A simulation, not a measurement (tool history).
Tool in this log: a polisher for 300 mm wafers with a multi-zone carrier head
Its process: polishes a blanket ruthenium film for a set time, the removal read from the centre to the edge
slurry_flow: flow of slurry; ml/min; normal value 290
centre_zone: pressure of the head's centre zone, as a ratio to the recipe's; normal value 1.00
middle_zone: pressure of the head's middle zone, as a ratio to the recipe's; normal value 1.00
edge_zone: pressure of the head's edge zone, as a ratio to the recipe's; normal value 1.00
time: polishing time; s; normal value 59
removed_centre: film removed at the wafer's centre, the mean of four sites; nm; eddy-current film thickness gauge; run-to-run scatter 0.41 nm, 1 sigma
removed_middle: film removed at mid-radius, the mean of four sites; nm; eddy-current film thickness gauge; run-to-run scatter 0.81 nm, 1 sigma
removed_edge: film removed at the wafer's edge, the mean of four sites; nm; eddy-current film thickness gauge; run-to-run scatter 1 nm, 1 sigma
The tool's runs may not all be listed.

run	hour	slurry_flow	centre_zone	middle_zone	edge_zone	time	wafers since the last listed run	wafers polished on this pad	hours since the slurry nozzle was cleaned	hours since the centre zone pressure was calibrated	hours since the edge zone pressure was calibrated	hours since the carrier head's membrane was replaced	incoming thickness of the incoming film, nm	removed_centre	removed_middle	removed_edge
1	0.0	290	1.00	1.00	1.00	59	0	499	73.7	1277.8	183.1	1498.7	529.5	64.6	64.4	64.9
2	16.1	290	1.00	1.00	1.00	59	169	669	89.8	1293.9	199.2	1514.8	532.3	64.4	63.5	66.8
3	28.9	290	0.92	1.00	1.00	59	135	804	102.6	1306.7	212.0	1527.6	541.1	61.2	64.7	64.9
4	39.0	290	1.00	1.00	1.00	59	106	911	112.7	1316.8	222.1	1537.7	529.7	64.5	64.0	64.4
5	50.4	290	1.00	1.00	1.00	59	120	1031	124.1	1328.2	233.5	1549.1	529.5	64.5	64.0	64.9
6	61.4	290	1.00	1.00	1.00	59	116	1147	135.1	1339.2	244.5	1560.1	531.9	64.2	62.8	63.4
# hour 76.1: worn pad replaced by a new one
7	76.6	290	1.00	1.00	1.00	59	118	5	150.3	1354.4	259.7	1575.3	527.9	68.6	67.7	70.2
8	92.5	290	1.00	1.00	1.00	59	167	172	166.2	1370.3	275.6	1591.2	537.6	66.9	66.4	68.6
9	107.9	290	1.00	1.00	1.00	59	162	335	181.6	1385.7	291.0	1606.6	537.1	66.8	64.7	67.6
10	121.4	290	1.00	1.00	1.00	80	142	477	195.1	1399.2	304.5	1620.1	521.2	89.1	89.9	89.5
11	128.3	290	1.00	1.00	1.00	59	72	550	202.0	1406.1	311.4	1627.0	542.2	64.9	64.6	66.9
# hour 143.7: centre zone pressure recalibrated
12	144.5	290	1.00	1.00	1.00	59	149	700	218.2	0.8	327.6	1643.2	527.6	65.2	64.5	65.8
13	154.5	260	0.93	1.10	1.00	59	105	806	228.2	10.8	337.6	1653.2	526.3	61.8	69.0	63.9
# hour 160.5: edge zone pressure recalibrated
14	170.2	260	0.93	1.10	1.00	59	144	950	243.9	26.5	9.7	1668.9	534.1	61.3	68.6	65.9
15	177.1	290	1.00	0.94	1.11	73	72	1023	250.8	33.4	16.6	1675.8	536.6	79.3	74.9	86.0
16	183.4	350	1.00	1.00	1.05	59	66	1089	257.1	39.7	22.9	1682.1	535.8	64.8	65.6	68.1
# hour 190.0: worn pad replaced by a new one
17	190.8	290	1.05	1.00	1.07	74	35	8	264.5	47.1	30.3	1689.5	517.9	88.0	85.4	90.5
# hour 198.9: slurry nozzle cleaned
18	199.6	230	1.00	1.00	1.00	59	82	90	0.7	55.9	39.1	1698.3	527.3	65.9	65.5	69.2
# hour 207.0: carrier head's membrane replaced by a new one
19	209.9	290	1.00	1.06	1.10	59	55	146	11.0	66.2	49.4	2.9	519.6	66.2	70.4	72.8
20	223.8	350	0.94	0.88	0.95	59	146	293	24.9	80.1	63.3	16.8	539.5	64.7	61.2	64.0
21	276.7	290	1.11	1.00	0.92	59	558	851	77.8	133.0	116.2	69.7	520.4	68.1	64.4	62.3
# hour 294.9: worn pad replaced by a new one
22	295.4	290	1.00	1.00	1.00	59	155	4	96.5	151.7	134.9	88.4	530.9	67.5	67.1	68.6
23	307.9	290	1.00	1.00	1.00	59	131	136	109.0	164.2	147.4	100.9	534.0	66.2	66.7	67.0

3 ways to go on from here, each from the tool as it stands after run 23. What would each give?
A	308.3	290	1.00	1.00	1.00	59	4	140	109.4	164.6	147.8	101.3	525.6	?	?	?
B	308.3	290	0.97	1.09	1.11	77	4	140	109.4	164.6	147.8	101.3	525.6	?	?	?
C	308.3	190	1.00	1.00	0.97	42	4	140	109.4	164.6	147.8	101.3	525.6	?	?	?

run	removed_centre	removed_middle	removed_edge
A	66.7	66.7	66.4
B	85.7	93.3	91.1
C	45.5	45.6	45.2
Take away the tool's hidden state, keep each run's random variation, and the runs would have read:
run	removed_centre	removed_middle	removed_edge
A	68.5	68.5	68.2
B	88.0	95.8	93.6
C	46.7	46.9	46.4
